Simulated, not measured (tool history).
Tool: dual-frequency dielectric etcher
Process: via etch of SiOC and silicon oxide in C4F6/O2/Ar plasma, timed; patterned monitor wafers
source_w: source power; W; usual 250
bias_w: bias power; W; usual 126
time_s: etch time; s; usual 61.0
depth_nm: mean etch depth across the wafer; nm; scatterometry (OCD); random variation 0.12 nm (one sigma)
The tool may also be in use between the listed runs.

| run | hour | source_w | bias_w | time_s | wafers since the last listed run | hours since the last wet clean | hours since the last source power generator calibration | hours since the last bias power generator calibration | hours since the last upper electrode change | hours since the gauge calibration | read-back reference wafer on the same gauge, depth_nm | depth_nm |
|---|---|---|---|---|---|---|---|---|---|---|---|---|
| 1 | 0.0 | 250 | 126 | 61.0 | 0 | 93.9 | 3574.9 | 2012.4 | 2270.6 | 1939.4 | 47.4 | 48.4 |
| 2 | 74.4 | 250 | 126 | 61.0 | 849 | 168.3 | 3649.3 | 2086.8 | 2345.0 | 2013.8 | 47.4 | 48.6 |
| 3 | 181.3 | 250 | 126 | 61.0 | 1220 | 275.2 | 3756.2 | 2193.7 | 2451.9 | 2120.7 | 47.4 | 48.6 |
| 4 | 287.2 | 250 | 126 | 61.0 | 1208 | 381.1 | 3862.1 | 2299.6 | 2557.8 | 2226.6 | 47.4 | 49.3 |
|  | 359.5 | wet clean of the chamber |
| 5 | 360.0 | 250 | 126 | 61.0 | 556 | 0.5 | 3934.9 | 2372.4 | 2630.6 | 2299.4 | 47.4 | 48.0 |
| 6 | 415.9 | 270 | 102 | 61.0 | 637 | 56.4 | 3990.8 | 2428.3 | 2686.5 | 2355.3 | 47.4 | 46.6 |
| 7 | 514.5 | 270 | 102 | 61.0 | 1125 | 155.0 | 4089.4 | 2526.9 | 2785.1 | 2453.9 | 47.3 | 46.8 |
| 8 | 613.3 | 270 | 102 | 61.0 | 1127 | 253.8 | 4188.2 | 2625.7 | 2883.9 | 2552.7 | 47.4 | 47.0 |
| 9 | 672.1 | 250 | 126 | 61.0 | 671 | 312.6 | 4247.0 | 2684.5 | 2942.7 | 2611.5 | 47.5 | 48.7 |
| 10 | 730.3 | 250 | 126 | 61.0 | 664 | 370.8 | 4305.2 | 2742.7 | 3000.9 | 2669.7 | 47.4 | 48.9 |
| 11 | 772.6 | 250 | 126 | 61.0 | 482 | 413.1 | 4347.5 | 2785.0 | 3043.2 | 2712.0 | 47.4 | 48.7 |
| 12 | 872.8 | 250 | 126 | 61.0 | 1143 | 513.3 | 4447.7 | 2885.2 | 3143.4 | 2812.2 | 47.4 | 49.3 |
|  | 927.7 | wet clean of the chamber |
| 13 | 973.7 | 250 | 126 | 61.0 | 877 | 46.0 | 4548.6 | 2986.1 | 3244.3 | 2913.1 | 47.4 | 47.8 |
| 14 | 1024.4 | 270 | 126 | 61.0 | 578 | 96.7 | 4599.3 | 3036.8 | 3295.0 | 2963.8 | 47.4 | 48.8 |
| 15 | 1073.9 | 250 | 126 | 61.0 | 564 | 146.2 | 4648.8 | 3086.3 | 3344.5 | 3013.3 | 47.4 | 47.8 |
| 16 | 1130.9 | 250 | 126 | 61.0 | 650 | 203.2 | 4705.8 | 3143.3 | 3401.5 | 3070.3 | 47.4 | 47.9 |
|  | 1236.6 | gauge calibrated |
|  | 1338.4 | bias power generator calibrated |
| 17 | 1379.5 | 220 | 96 | 46.0 | 2791 | 451.8 | 4954.4 | 41.1 | 3650.1 | 142.9 | 47.4 | 33.2 |
| 18 | 1420.2 | 250 | 126 | 61.0 | 464 | 492.5 | 4995.1 | 81.8 | 3690.8 | 183.6 | 47.4 | 49.2 |
| 19 | 1466.0 | 250 | 126 | 61.0 | 522 | 538.3 | 5040.9 | 127.6 | 3736.6 | 229.4 | 47.4 | 49.4 |
|  | 1501.6 | wet clean of the chamber |
|  | 1526.0 | source power generator calibrated |
| 20 | 1565.0 | 230 | 126 | 61.0 | 810 | 63.4 | 39.0 | 226.6 | 3835.6 | 328.4 | 47.4 | 47.5 |
| 21 | 1651.3 | 210 | 105 | 44.5 | 984 | 149.7 | 125.3 | 312.9 | 3921.9 | 414.7 | 47.4 | 32.0 |
| 22 | 1692.0 | 200 | 155 | 49.0 | 464 | 190.4 | 166.0 | 353.6 | 3962.6 | 455.4 | 47.4 | 38.9 |
| 23 | 1731.1 | 250 | 110 | 55.0 | 446 | 229.5 | 205.1 | 392.7 | 4001.7 | 494.5 | 47.4 | 42.3 |
| 24 | 1798.2 | 300 | 153 | 47.5 | 765 | 296.6 | 272.2 | 459.8 | 4068.8 | 561.6 | 47.4 | 43.0 |
|  | 1842.6 | upper electrode replaced |
| 25 | 1876.7 | 250 | 126 | 55.5 | 622 | 375.1 | 350.7 | 538.3 | 34.1 | 640.1 | 47.4 | 45.0 |
| 26 | 1943.2 | 250 | 126 | 61.0 | 758 | 441.6 | 417.2 | 604.8 | 100.6 | 706.6 | 47.4 | 49.8 |
|  | 2020.8 | wet clean of the chamber |
| 27 | 2021.3 | 190 | 141 | 52.0 | 617 | 0.5 | 495.3 | 682.9 | 178.7 | 784.7 | 47.4 | 39.2 |
| 28 | 2080.8 | 310 | 99 | 50.5 | 679 | 60.0 | 554.8 | 742.4 | 238.2 | 844.2 | 47.4 | 40.0 |
| 29 | 2315.7 | 250 | 126 | 61.0 | 2680 | 294.9 | 789.7 | 977.3 | 473.1 | 1079.1 | 47.4 | 48.8 |
| 30 | 2361.6 | 310 | 126 | 45.5 | 523 | 340.8 | 835.6 | 1023.2 | 519.0 | 1125.0 | 47.4 | 39.2 |

3 ways to go on from here, each from the tool as it stands after run 30. What would each give?
| A | 2362.0 | 250 | 126 | 61.0 | 4 | 341.2 | 836.0 | 1023.6 | 519.4 | 1125.4 | ? | ? |
| B | 2362.0 | 210 | 103 | 75.0 | 4 | 341.2 | 836.0 | 1023.6 | 519.4 | 1125.4 | ? | ? |
| C | 2362.0 | 290 | 126 | 61.0 | 4 | 341.2 | 836.0 | 1023.6 | 519.4 | 1125.4 | ? | ? |

| run | read-back reference wafer on the same gauge, depth_nm | depth_nm |
|---|---|---|
| A | 47.4 | 48.9 |
| B | 47.4 | 53.9 |
| C | 47.4 | 51.3 |
Without the tool's hidden state the same runs would have given:
| run | depth_nm |
|---|---|
| A | 48.4 |
| B | 53.3 |
| C | 50.7 |

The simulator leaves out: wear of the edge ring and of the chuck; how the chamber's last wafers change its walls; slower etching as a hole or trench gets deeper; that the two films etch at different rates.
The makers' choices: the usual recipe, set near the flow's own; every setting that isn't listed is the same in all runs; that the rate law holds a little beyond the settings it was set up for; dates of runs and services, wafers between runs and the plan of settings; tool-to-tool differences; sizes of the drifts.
